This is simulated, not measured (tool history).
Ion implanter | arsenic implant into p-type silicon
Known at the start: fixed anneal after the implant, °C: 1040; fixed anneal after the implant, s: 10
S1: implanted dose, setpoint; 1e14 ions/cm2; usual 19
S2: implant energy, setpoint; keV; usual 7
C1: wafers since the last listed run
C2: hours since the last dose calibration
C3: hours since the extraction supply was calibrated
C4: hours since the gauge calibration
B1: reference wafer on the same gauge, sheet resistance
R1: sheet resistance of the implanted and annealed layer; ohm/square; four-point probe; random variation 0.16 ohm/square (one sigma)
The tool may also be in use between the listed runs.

{"run": 1, "day": 0.0, "S1": 19, "S2": 7, "C1": 0, "C2": 553, "C3": 6574.2, "C4": 273.8, "B1": 114, "R1": 110.32}
{"run": 2, "day": 0.688, "S1": 19, "S2": 7, "C1": 454, "C2": 569.5, "C3": 6590.7, "C4": 290.3, "B1": 113.98, "R1": 110.28}
{"run": 3, "day": 1.088, "S1": 19, "S2": 7, "C1": 264, "C2": 579.1, "C3": 6600.3, "C4": 299.9, "B1": 114.05, "R1": 110.07}
{"run": 4, "day": 1.554, "S1": 19, "S2": 7, "C1": 308, "C2": 590.3, "C3": 6611.5, "C4": 311.1, "B1": 113.95, "R1": 110.16}
{"run": 5, "day": 2.054, "S1": 19, "S2": 7, "C1": 330, "C2": 602.3, "C3": 6623.5, "C4": 323.1, "B1": 114.01, "R1": 109.96}
{"run": 6, "day": 2.671, "S1": 19, "S2": 7, "C1": 407, "C2": 617.1, "C3": 6638.3, "C4": 337.9, "B1": 114.03, "R1": 110.28}
{"run": 7, "day": 3.588, "S1": 14.69, "S2": 5.5, "C1": 606, "C2": 639.1, "C3": 6660.3, "C4": 359.9, "B1": 113.99, "R1": 121.46}
{"run": 8, "day": 3.854, "S1": 14.69, "S2": 5.5, "C1": 176, "C2": 645.5, "C3": 6666.7, "C4": 366.3, "B1": 114, "R1": 120.99}
{"day": 4.217, "done": "extraction supply calibrated"}
{"run": 9, "day": 4.283, "S1": 21.74, "S2": 7, "C1": 63, "C2": 655.8, "C3": 1.6, "C4": 376.6, "B1": 114.01, "R1": 107.63}
{"run": 10, "day": 4.888, "S1": 21.74, "S2": 7, "C1": 399, "C2": 670.3, "C3": 16.1, "C4": 391.1, "B1": 114.03, "R1": 107.54}
{"day": 5.496, "done": "Faraday cup replaced and dose calibrated"}
{"run": 11, "day": 5.612, "S1": 19, "S2": 7, "C1": 259, "C2": 2.8, "C3": 33.5, "C4": 408.5, "B1": 113.97, "R1": 111.28}
{"run": 12, "day": 6.112, "S1": 19, "S2": 7, "C1": 330, "C2": 14.8, "C3": 45.5, "C4": 420.5, "B1": 114.08, "R1": 111.04}
{"day": 6.117, "done": "gauge calibrated"}
{"run": 13, "day": 6.658, "S1": 19, "S2": 7, "C1": 361, "C2": 27.9, "C3": 58.6, "C4": 13, "B1": 114.03, "R1": 111.26}
{"run": 14, "day": 7.321, "S1": 22.74, "S2": 7, "C1": 438, "C2": 43.8, "C3": 74.5, "C4": 28.9, "B1": 113.95, "R1": 106.99}
{"day": 8.121, "done": "Faraday cup replaced and dose calibrated, repeated, since the last time left the tool worse"}
{"run": 15, "day": 8.142, "S1": 19, "S2": 7, "C1": 322, "C2": 0.5, "C3": 94.2, "C4": 48.6, "B1": 114.04, "R1": 109.87}
{"run": 16, "day": 8.517, "S1": 21.11, "S2": 8, "C1": 248, "C2": 9.5, "C3": 103.2, "C4": 57.6, "B1": 113.94, "R1": 106.21}
{"run": 17, "day": 9.112, "S1": 19, "S2": 7, "C1": 394, "C2": 23.8, "C3": 117.5, "C4": 71.9, "B1": 114.05, "R1": 109.84}
{"run": 18, "day": 9.442, "S1": 13.33, "S2": 8.5, "C1": 217, "C2": 31.7, "C3": 125.4, "C4": 79.8, "B1": 113.96, "R1": 118.06}
{"run": 19, "day": 9.946, "S1": 16.56, "S2": 7, "C1": 333, "C2": 43.8, "C3": 137.5, "C4": 91.9, "B1": 114.07, "R1": 113.14}
{"run": 20, "day": 10.229, "S1": 23.21, "S2": 8.5, "C1": 187, "C2": 50.6, "C3": 144.3, "C4": 98.7, "B1": 114.05, "R1": 103.53}
{"run": 21, "day": 10.758, "S1": 14.08, "S2": 5, "C1": 350, "C2": 63.3, "C3": 157, "C4": 111.4, "B1": 114, "R1": 123.16}
{"run": 22, "day": 11.15, "S1": 19, "S2": 8, "C1": 259, "C2": 72.7, "C3": 166.4, "C4": 120.8, "B1": 114.01, "R1": 108.01}
{"run": 23, "day": 11.512, "S1": 15.84, "S2": 9, "C1": 239, "C2": 81.4, "C3": 175.1, "C4": 129.5, "B1": 113.98, "R1": 111.36}
{"run": 24, "day": 12.125, "S1": 21.11, "S2": 8, "C1": 405, "C2": 96.1, "C3": 189.8, "C4": 144.2, "B1": 114.03, "R1": 105.7}
{"run": 25, "day": 12.467, "S1": 17.54, "S2": 8, "C1": 226, "C2": 104.3, "C3": 198, "C4": 152.4, "B1": 113.98, "R1": 109.88}
{"run": 26, "day": 13.217, "S1": 19, "S2": 7, "C1": 496, "C2": 122.3, "C3": 216, "C4": 170.4, "B1": 114.09, "R1": 109.79}
{"run": 27, "day": 13.525, "S1": 19, "S2": 8.5, "C1": 203, "C2": 129.7, "C3": 223.4, "C4": 177.8, "B1": 114.08, "R1": 107.25}
{"run": 28, "day": 14.042, "S1": 19, "S2": 7, "C1": 341, "C2": 142.1, "C3": 235.8, "C4": 190.2, "B1": 113.98, "R1": 109.87}

Forecast each of these 4 alternatives for the next run:
{"run": "A", "day": 14.058, "S1": 19, "S2": 7, "C1": 11, "C2": 142.5, "C3": 236.2, "C4": 190.6, "B1": "?", "R1": "?"}
{"run": "B", "day": 14.058, "S1": 23.03, "S2": 7, "C1": 11, "C2": 142.5, "C3": 236.2, "C4": 190.6, "B1": "?", "R1": "?"}
{"run": "C", "day": 14.058, "S1": 24.32, "S2": 6, "C1": 11, "C2": 142.5, "C3": 236.2, "C4": 190.6, "B1": "?", "R1": "?"}
{"run": "D", "day": 14.058, "S1": 15.78, "S2": 5, "C1": 11, "C2": 142.5, "C3": 236.2, "C4": 190.6, "B1": "?", "R1": "?"}

run=A B1=113.94 R1=109.61
run=B B1=113.94 R1=105.73
run=C B1=113.94 R1=106.43
run=D B1=113.94 R1=118.78
Without the tool's hidden state the same runs would have given:
run=A R1=109.42
run=B R1=105.58
run=C R1=106.29
run=D R1=118.52

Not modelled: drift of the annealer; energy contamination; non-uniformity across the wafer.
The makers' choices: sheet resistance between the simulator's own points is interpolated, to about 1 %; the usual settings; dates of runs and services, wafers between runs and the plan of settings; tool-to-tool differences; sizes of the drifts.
